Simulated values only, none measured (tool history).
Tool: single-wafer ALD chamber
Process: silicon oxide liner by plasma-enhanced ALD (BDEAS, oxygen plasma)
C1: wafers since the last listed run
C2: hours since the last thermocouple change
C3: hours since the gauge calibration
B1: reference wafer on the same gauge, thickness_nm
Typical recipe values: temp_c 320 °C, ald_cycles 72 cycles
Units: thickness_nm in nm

Run 1, day 0: usual settings but ald_cycles 63 cycles; C1 0; C2 1889.4; C3 654.1; B1 6.059. Result: thickness_nm 5.758 nm.
Run 2, day 2.162: usual settings but ald_cycles 63 cycles; C1 349; C2 1941.3; C3 706; B1 6.059. Result: thickness_nm 5.782 nm.
Run 3, day 5.188: usual settings but temp_c 312 °C; C1 488; C2 2013.9; C3 778.6; B1 6.054. Result: thickness_nm 6.687 nm.
Run 4, day 7.604: usual settings but temp_c 312 °C; C1 390; C2 2071.9; C3 836.6; B1 6.045. Result: thickness_nm 6.631 nm.
Run 5, day 9.883: usual settings; C1 367; C2 2126.6; C3 891.3; B1 6.057. Result: thickness_nm 6.585 nm.
Run 6, day 12.071: usual settings; C1 353; C2 2179.1; C3 943.8; B1 6.054. Result: thickness_nm 6.606 nm.
Run 7, day 14.812: usual settings but temp_c 331 °C; C1 442; C2 2244.9; C3 1009.6; B1 6.041. Result: thickness_nm 6.502 nm.
Run 8, day 17.004: usual settings but temp_c 331 °C; C1 353; C2 2297.5; C3 1062.2; B1 6.048. Result: thickness_nm 6.503 nm.
Run 9, day 18.879: usual settings but temp_c 331 °C; C1 302; C2 2342.5; C3 1107.2; B1 6.05. Result: thickness_nm 6.489 nm.
Run 10, day 20.958: usual settings; C1 335; C2 2392.4; C3 1157.1; B1 6.04. Result: thickness_nm 6.557 nm.
Run 11, day 23.342: usual settings; C1 384; C2 2449.6; C3 1214.3; B1 6.041. Result: thickness_nm 6.58 nm.
Run 12, day 26.538: usual settings; C1 515; C2 2526.3; C3 1291; B1 6.035. Result: thickness_nm 6.572 nm.
Run 13, day 29.796: usual settings; C1 526; C2 2604.5; C3 1369.2; B1 6.037. Result: thickness_nm 6.583 nm.
Run 14, day 34.112: usual settings; C1 696; C2 2708.1; C3 1472.8; B1 6.028. Result: thickness_nm 6.57 nm.
Run 15, day 37.708: usual settings; C1 580; C2 2794.4; C3 1559.1; B1 6.031. Result: thickness_nm 6.575 nm.
Run 16, day 39.962: usual settings; C1 363; C2 2848.5; C3 1613.2; B1 6.02. Result: thickness_nm 6.556 nm.
Run 17, day 46.808: usual settings; C1 1105; C2 3012.8; C3 1777.5; B1 6.02. Result: thickness_nm 6.57 nm.
At day 48.138: thermocouple changed; heater temperature recalibrated.
Run 18, day 50.925: usual settings; C1 610; C2 66.9; C3 1876.3; B1 6.018. Result: thickness_nm 6.572 nm.
Run 19, day 54.988: usual settings but temp_c 325 °C, ald_cycles 85 cycles; C1 655; C2 164.4; C3 1973.8; B1 6.014. Result: thickness_nm 7.688 nm.
Run 20, day 58.304: usual settings but temp_c 305 °C; C1 535; C2 244; C3 2053.4; B1 6.009. Result: thickness_nm 6.664 nm.
Run 21, day 59.858: usual settings but temp_c 313 °C, ald_cycles 86 cycles; C1 250; C2 281.3; C3 2090.7; B1 6.007. Result: thickness_nm 7.891 nm.
At day 60.858: gauge calibrated.
Run 22, day 62.312: usual settings but temp_c 308 °C; C1 396; C2 340.2; C3 34.9; B1 6.093. Result: thickness_nm 6.74 nm.
Run 23, day 64.558: usual settings; C1 362; C2 394.1; C3 88.8; B1 6.089. Result: thickness_nm 6.646 nm.
Run 24, day 70.088: usual settings but temp_c 330 °C, ald_cycles 58 cycles; C1 892; C2 526.8; C3 221.5; B1 6.081. Result: thickness_nm 5.276 nm.
Run 25, day 74.104: usual settings but temp_c 306 °C, ald_cycles 65 cycles; C1 648; C2 623.2; C3 317.9; B1 6.083. Result: thickness_nm 6.063 nm.
Run 26, day 75.971: usual settings but temp_c 329 °C, ald_cycles 82 cycles; C1 301; C2 668; C3 362.7; B1 6.087. Result: thickness_nm 7.443 nm.
Run 27, day 78.804: usual settings but temp_c 306 °C, ald_cycles 62 cycles; C1 457; C2 736; C3 430.7; B1 6.083. Result: thickness_nm 5.795 nm.
Run 28, day 82.125: usual settings but ald_cycles 78 cycles; C1 536; C2 815.7; C3 510.4; B1 6.072. Result: thickness_nm 7.166 nm.
Run 29, day 86.25: usual settings but ald_cycles 79 cycles; C1 665; C2 914.7; C3 609.4; B1 6.077. Result: thickness_nm 7.269 nm.
Run 30, day 89.712: usual settings but temp_c 324 °C, ald_cycles 76 cycles; C1 558; C2 997.8; C3 692.5; B1 6.072. Result: thickness_nm 6.933 nm.
Run 31, day 92.508: usual settings; C1 451; C2 1064.9; C3 759.6; B1 6.057. Result: thickness_nm 6.618 nm.
Run 32, day 94.438: usual settings but temp_c 312 °C; C1 311; C2 1111.2; C3 805.9; B1 6.065. Result: thickness_nm 6.659 nm.
Run 33, day 96.146: usual settings but temp_c 308 °C, ald_cycles 84 cycles; C1 275; C2 1152.2; C3 846.9; B1 6.066. Result: thickness_nm 7.839 nm.
Run 34, day 98.721: usual settings; C1 415; C2 1214; C3 908.7; B1 6.06. Result: thickness_nm 6.587 nm.
Run 35, day 101.862: usual settings but ald_cycles 62 cycles; C1 507; C2 1289.4; C3 984.1; B1 6.054. Result: thickness_nm 5.66 nm.
Run 36, day 103.896: usual settings but temp_c 329 °C, ald_cycles 67 cycles; C1 328; C2 1338.2; C3 1032.9; B1 6.056. Result: thickness_nm 6.087 nm.

Branching from run 36: 5 alternative next runs. What would each branch give?
Run A, day 103.917: usual settings; C1 3; C2 1338.7; C3 1033.4; B1 ?. Result: thickness_nm ?.
Run B, day 103.917: usual settings but temp_c 325 °C, ald_cycles 61 cycles; C1 3; C2 1338.7; C3 1033.4; B1 ?. Result: thickness_nm ?.
Run C, day 103.917: usual settings but ald_cycles 83 cycles; C1 3; C2 1338.7; C3 1033.4; B1 ?. Result: thickness_nm ?.
Run D, day 103.917: usual settings but ald_cycles 66 cycles; C1 3; C2 1338.7; C3 1033.4; B1 ?. Result: thickness_nm ?.
Run E, day 103.917: usual settings but temp_c 310 °C, ald_cycles 82 cycles; C1 3; C2 1338.7; C3 1033.4; B1 ?. Result: thickness_nm ?.

run     B1  thickness_nm
  A  6.051         6.596
  B  6.051         5.552
  C  6.051         7.603
  D  6.051         6.046
  E  6.051          7.61
The same runs, with their run-to-run variation unchanged, on a tool lacking any hidden condition would have given:
run  thickness_nm
  A         6.632
  B         5.582
  C         7.646
  D          6.08
  E         7.652
